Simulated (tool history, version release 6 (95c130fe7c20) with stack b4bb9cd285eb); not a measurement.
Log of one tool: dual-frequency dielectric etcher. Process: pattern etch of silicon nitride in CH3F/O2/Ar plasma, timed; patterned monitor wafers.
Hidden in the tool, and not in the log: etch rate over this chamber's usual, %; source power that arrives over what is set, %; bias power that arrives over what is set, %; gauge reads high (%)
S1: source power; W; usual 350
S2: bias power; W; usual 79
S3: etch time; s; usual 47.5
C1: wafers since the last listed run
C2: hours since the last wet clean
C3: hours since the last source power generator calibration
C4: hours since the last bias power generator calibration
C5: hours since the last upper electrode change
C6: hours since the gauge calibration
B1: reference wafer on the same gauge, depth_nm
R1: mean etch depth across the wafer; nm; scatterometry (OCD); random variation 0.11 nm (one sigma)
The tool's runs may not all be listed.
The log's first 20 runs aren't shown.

run   hour   S1  S2    S3   C1     C2     C3     C4      C5      C6     B1     R1
 21  512.2  350  79  47.5  457   54.3   4226     74  2560.7  1320.6   36.3  30.62
     523.4  -- gauge calibrated
     555.8  -- source power generator calibrated
     560.8  -- upper electrode replaced
 22  561.3  420  87  59.5  539  103.4    5.5  123.1     0.5    37.9  36.28  41.45
 23  580.3  350  79  47.5  255  122.4   24.5  142.1    19.5    56.9  36.33  30.42
 24  605.2  350  99  47.5  334  147.3   49.4    167    44.4    81.8  36.25  32.91
 25    644  350  79  47.5  521  186.1   88.2  205.8    83.2   120.6  36.28  30.27
 26  672.9  350  79  55.5  388    215  117.1  234.7   112.1   149.5  36.32  35.31
 27  693.9  380  91    55  282    236  138.1  255.7   133.1   170.5  36.32  37.64
 28  723.9  410  89  47.5  403    266  168.1  285.7   163.1   200.5   36.3  32.78
 29  737.9  350  79  47.5  188    280  182.1  299.7   177.1   214.5  36.35  30.22
 30    791  300  87  47.5  713  333.1  235.2  352.8   230.2   267.6  36.28  30.03
 31  807.7  350  79  47.5  224  349.8  251.9  369.5   246.9   284.3  36.25  30.16

Forecast each of these 3 alternatives for the next run:
  A  808.1  350  79  42.5   5  350.2  252.3  369.9  247.3  284.7   ?   ?
  B  808.1  350  95  47.5   5  350.2  252.3  369.9  247.3  284.7   ?   ?
  C  808.1  430  90  59.5   5  350.2  252.3  369.9  247.3  284.7   ?   ?

run     B1     R1
  A  36.28  26.94
  B  36.28  32.16
  C  36.28  41.72
Without the tool's hidden state the same runs would have given:
run     R1
  A   27.2
  B  32.47
  C  42.12

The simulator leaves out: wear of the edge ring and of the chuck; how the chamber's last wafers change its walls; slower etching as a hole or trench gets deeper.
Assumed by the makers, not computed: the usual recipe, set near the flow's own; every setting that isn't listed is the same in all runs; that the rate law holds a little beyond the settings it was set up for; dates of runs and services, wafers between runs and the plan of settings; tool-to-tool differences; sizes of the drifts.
